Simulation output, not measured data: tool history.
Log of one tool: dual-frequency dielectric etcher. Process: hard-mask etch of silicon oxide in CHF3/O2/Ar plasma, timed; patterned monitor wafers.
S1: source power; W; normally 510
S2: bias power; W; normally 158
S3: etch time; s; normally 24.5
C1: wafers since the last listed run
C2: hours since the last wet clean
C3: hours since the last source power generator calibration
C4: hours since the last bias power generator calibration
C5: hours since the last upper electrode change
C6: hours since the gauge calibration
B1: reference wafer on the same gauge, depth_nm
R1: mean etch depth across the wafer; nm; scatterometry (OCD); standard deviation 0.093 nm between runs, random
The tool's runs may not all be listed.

Run 1, hour 0: usual settings; C1 0; C2 331.6; C3 2817.9; C4 1368.3; C5 1432.7; C6 376.3; B1 43.82. Result: R1 41.72 nm.
Run 2, hour 15.9: usual settings but S1 450 W; C1 311; C2 347.5; C3 2833.8; C4 1384.2; C5 1448.6; C6 392.2; B1 43.82. Result: R1 40.36 nm.
Run 3, hour 49.9: usual settings but S1 450 W; C1 666; C2 381.5; C3 2867.8; C4 1418.2; C5 1482.6; C6 426.2; B1 43.81. Result: R1 40.21 nm.
Run 4, hour 70: usual settings; C1 393; C2 401.6; C3 2887.9; C4 1438.3; C5 1502.7; C6 446.3; B1 43.83. Result: R1 41.86 nm.
At hour 74.9: source power generator calibrated.
Run 5, hour 94.6: usual settings; C1 403; C2 426.2; C3 19.7; C4 1462.9; C5 1527.3; C6 470.9; B1 43.85. Result: R1 41.65 nm.
Run 6, hour 113.3: usual settings; C1 366; C2 444.9; C3 38.4; C4 1481.6; C5 1546; C6 489.6; B1 43.85. Result: R1 41.98 nm.
Run 7, hour 130.1: usual settings; C1 329; C2 461.7; C3 55.2; C4 1498.4; C5 1562.8; C6 506.4; B1 43.85. Result: R1 41.93 nm.
At hour 137.9: bias power generator calibrated.
Run 8, hour 145.4: usual settings; C1 221; C2 477; C3 70.5; C4 7.5; C5 1578.1; C6 521.7; B1 43.86. Result: R1 41.82 nm.
Run 9, hour 175.7: usual settings but S1 460 W, S2 127 W, S3 21.5 s; C1 593; C2 507.3; C3 100.8; C4 37.8; C5 1608.4; C6 552; B1 43.84. Result: R1 33.53 nm.
Run 10, hour 201.4: usual settings; C1 503; C2 533; C3 126.5; C4 63.5; C5 1634.1; C6 577.7; B1 43.84. Result: R1 41.77 nm.
Run 11, hour 230.1: usual settings; C1 562; C2 561.7; C3 155.2; C4 92.2; C5 1662.8; C6 606.4; B1 43.84. Result: R1 41.84 nm.
Run 12, hour 264.2: usual settings; C1 668; C2 595.8; C3 189.3; C4 126.3; C5 1696.9; C6 640.5; B1 43.86. Result: R1 42.01 nm.
At hour 297.8: gauge calibrated.
At hour 303.5: wet clean of the chamber.
Run 13, hour 304: usual settings; C1 309; C2 0.5; C3 229.1; C4 166.1; C5 1736.7; C6 6.2; B1 43.37. Result: R1 41.35 nm.
Run 14, hour 322.5: usual settings; C1 362; C2 19; C3 247.6; C4 184.6; C5 1755.2; C6 24.7; B1 43.38. Result: R1 41.59 nm.
Run 15, hour 338: usual settings but S2 135 W, S3 30.5 s; C1 303; C2 34.5; C3 263.1; C4 200.1; C5 1770.7; C6 40.2; B1 43.45. Result: R1 49.39 nm.
Run 16, hour 373.3: usual settings but S1 450 W, S2 119 W, S3 21.5 s; C1 691; C2 69.8; C3 298.4; C4 235.4; C5 1806; C6 75.5; B1 43.48. Result: R1 32.49 nm.
Run 17, hour 401: usual settings but S1 610 W, S2 129 W; C1 542; C2 97.5; C3 326.1; C4 263.1; C5 1833.7; C6 103.2; B1 43.48. Result: R1 41.63 nm.
Run 18, hour 413.2: usual settings but S1 450 W; C1 239; C2 109.7; C3 338.3; C4 275.3; C5 1845.9; C6 115.4; B1 43.5. Result: R1 39.9 nm.
At hour 454.6: upper electrode replaced.
Run 19, hour 455.1: usual settings but S1 480 W, S2 133 W; C1 350; C2 151.6; C3 380.2; C4 317.2; C5 0.5; C6 157.3; B1 43.58. Result: R1 38.81 nm.
Run 20, hour 467.5: usual settings but S1 630 W, S2 134 W, S3 19.5 s; C1 242; C2 164; C3 392.6; C4 329.6; C5 12.9; C6 169.7; B1 43.59. Result: R1 33.87 nm.
Run 21, hour 491.4: usual settings but S1 410 W, S2 134 W, S3 28 s; C1 468; C2 187.9; C3 416.5; C4 353.5; C5 36.8; C6 193.6; B1 43.61. Result: R1 42.67 nm.
Run 22, hour 505.5: usual settings but S2 179 W, S3 22.5 s; C1 276; C2 202; C3 430.6; C4 367.6; C5 50.9; C6 207.7; B1 43.58. Result: R1 39.59 nm.
Run 23, hour 531.6: usual settings but S1 390 W, S2 179 W; C1 511; C2 228.1; C3 456.7; C4 393.7; C5 77; C6 233.8; B1 43.66. Result: R1 39.83 nm.
Run 24, hour 564.1: usual settings but S1 400 W; C1 636; C2 260.6; C3 489.2; C4 426.2; C5 109.5; C6 266.3; B1 43.67. Result: R1 38.69 nm.
Run 25, hour 586.2: usual settings but S1 640 W; C1 433; C2 282.7; C3 511.3; C4 448.3; C5 131.6; C6 288.4; B1 43.71. Result: R1 44.73 nm.
Run 26, hour 605.7: usual settings but S1 430 W, S2 145 W, S3 19.5 s; C1 382; C2 302.2; C3 530.8; C4 467.8; C5 151.1; C6 307.9; B1 43.68. Result: R1 30.83 nm.
Run 27, hour 627.2: usual settings but S1 410 W, S2 125 W; C1 421; C2 323.7; C3 552.3; C4 489.3; C5 172.6; C6 329.4; B1 43.69. Result: R1 36.77 nm.
Run 28, hour 641.6: usual settings but S1 620 W, S2 179 W, S3 27.5 s; C1 282; C2 338.1; C3 566.7; C4 503.7; C5 187; C6 343.8; B1 43.71. Result: R1 51.45 nm.
Run 29, hour 677.1: usual settings but S1 610 W, S2 186 W, S3 19.5 s; C1 695; C2 373.6; C3 602.2; C4 539.2; C5 222.5; C6 379.3; B1 43.74. Result: R1 36.57 nm.

For each run, what was the tool's unlogged condition?
etch rate over this chamber's usual, %: 0 on each run
source power that arrives over what is set, %: 0 on each run
bias power that arrives over what is set, %: 0 on each run
H1: gauge reads high (%)
run     H1
  1   1.14
  2   1.16
  3   1.19
  4    1.2
  5   1.22
  6   1.23
  7   1.24
  8   1.25
  9   1.27
 10   1.28
 11   1.29
 12    1.3
 13  0.123
 14  0.203
 15  0.266
 16  0.395
 17  0.484
 18   0.52
 19  0.631
 20   0.66
 21  0.712
 22  0.741
 23   0.79
 24  0.844
 25  0.877
 26  0.903
 27   0.93
 28  0.947
 29  0.984
